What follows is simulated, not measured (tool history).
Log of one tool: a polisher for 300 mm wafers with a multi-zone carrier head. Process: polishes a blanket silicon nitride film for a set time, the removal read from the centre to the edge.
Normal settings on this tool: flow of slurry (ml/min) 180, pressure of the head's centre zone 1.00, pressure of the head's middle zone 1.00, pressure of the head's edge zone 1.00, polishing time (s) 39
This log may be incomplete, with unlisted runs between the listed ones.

run	hour	flow of slurry (ml/min)	pressure of the head's centre zone	pressure of the head's middle zone	pressure of the head's edge zone	polishing time (s)	wafers since the last listed run	wafers polished on this pad	hours since the slurry nozzle was cleaned	hours since the centre zone pressure was calibrated	hours since the edge zone pressure was calibrated	hours since the carrier head's membrane was replaced	incoming thickness of the incoming film, nm	film removed at the wafer's centre (Å)	film removed at mid-radius (Å)	film removed at the wafer's edge (Å)
1	0.0	135	1.00	1.00	1.00	39	0	675	495.3	1512.7	1305.7	986.6	770.8	652	746	798
2	7.3	180	1.00	1.00	1.00	39	106	782	502.6	1520.0	1313.0	993.9	770.2	719	807	844
3	15.5	180	1.00	1.00	1.00	39	120	902	510.8	1528.2	1321.2	1002.1	755.5	715	806	831
4	24.8	180	0.93	1.00	1.00	31	136	1039	520.1	1537.5	1330.5	1011.4	755.2	519	643	667
# hour 39.2: edge zone pressure recalibrated
5	39.7	240	1.10	1.00	1.00	39	188	1228	535.0	1552.4	0.5	1026.3	750.9	824	828	872
# hour 42.1: centre zone pressure recalibrated
# hour 50.4: carrier head's membrane replaced by a new one
6	50.9	180	1.00	1.00	1.00	39	61	1289	546.2	8.8	11.7	0.5	775.2	791	807	832
7	63.6	180	0.93	1.00	1.00	31	186	1475	558.9	21.5	24.4	13.2	762.3	577	626	662
# hour 76.1: worn pad replaced by a new one
8	76.6	180	0.89	1.06	1.00	39	131	7	571.9	34.5	37.4	26.2	761.3	698	823	841
9	82.2	180	1.00	1.00	1.00	39	82	89	577.5	40.1	43.0	31.8	747.5	778	792	807
# hour 92.1: slurry nozzle cleaned
10	94.0	160	1.00	1.00	1.00	39	158	247	1.9	51.9	54.8	43.6	761.4	820	823	849
11	105.3	125	1.05	1.00	0.94	39	165	413	13.2	63.2	66.1	54.9	771.4	795	786	807
12	113.3	180	1.04	1.00	1.00	39	117	530	21.2	71.2	74.1	62.9	757.8	885	842	868
13	130.6	180	1.00	1.00	1.00	39	253	784	38.5	88.5	91.4	80.2	765.8	850	834	873
14	140.3	180	1.09	1.10	1.05	29	142	926	48.2	98.2	101.1	89.9	747.6	672	681	651
15	158.3	180	1.06	1.00	1.04	39	263	1189	66.2	116.2	119.1	107.9	775.1	888	839	867
16	166.3	180	1.00	0.96	1.00	39	117	1307	74.2	124.2	127.1	115.9	747.3	816	810	859
# hour 174.8: worn pad replaced by a new one
17	175.8	180	1.00	1.00	1.00	39	80	14	83.7	133.7	136.6	125.4	760.6	847	834	865
18	182.3	180	0.93	1.00	1.07	27	95	109	90.2	140.2	143.1	131.9	761.1	540	584	612
19	193.3	180	1.00	1.00	1.00	30	161	270	101.2	151.2	154.1	142.9	758.6	636	647	673
20	201.4	180	1.00	1.00	1.00	39	118	389	109.3	159.3	162.2	151.0	762.5	846	831	864
21	211.2	180	0.89	1.11	0.89	50	143	532	119.1	169.1	172.0	160.8	759.5	948	1163	1053
22	223.6	180	1.12	1.00	1.12	39	181	714	131.5	181.5	184.4	173.2	776.2	925	831	900

4 ways to go on from here, each from the tool as it stands after run 22. What would each give?
A	224.0	180	1.00	1.00	1.00	46	5	720	131.9	181.9	184.8	173.6	752.2	?	?	?
B	224.0	180	1.00	1.06	1.00	39	5	720	131.9	181.9	184.8	173.6	752.2	?	?	?
C	224.0	180	1.00	1.00	0.91	39	5	720	131.9	181.9	184.8	173.6	752.2	?	?	?
D	224.0	125	1.00	1.00	1.00	51	5	720	131.9	181.9	184.8	173.6	752.2	?	?	?

run	film removed at the wafer's centre (Å)	film removed at mid-radius (Å)	film removed at the wafer's edge (Å)
A	1003	996	1010
B	851	880	856
C	851	845	836
D	1014	1018	1057
With no hidden state in the tool, these same runs would have given:
run	film removed at the wafer's centre (Å)	film removed at mid-radius (Å)	film removed at the wafer's edge (Å)
A	1032	1000	1013
B	875	883	858
C	875	848	838
D	1046	1023	1061
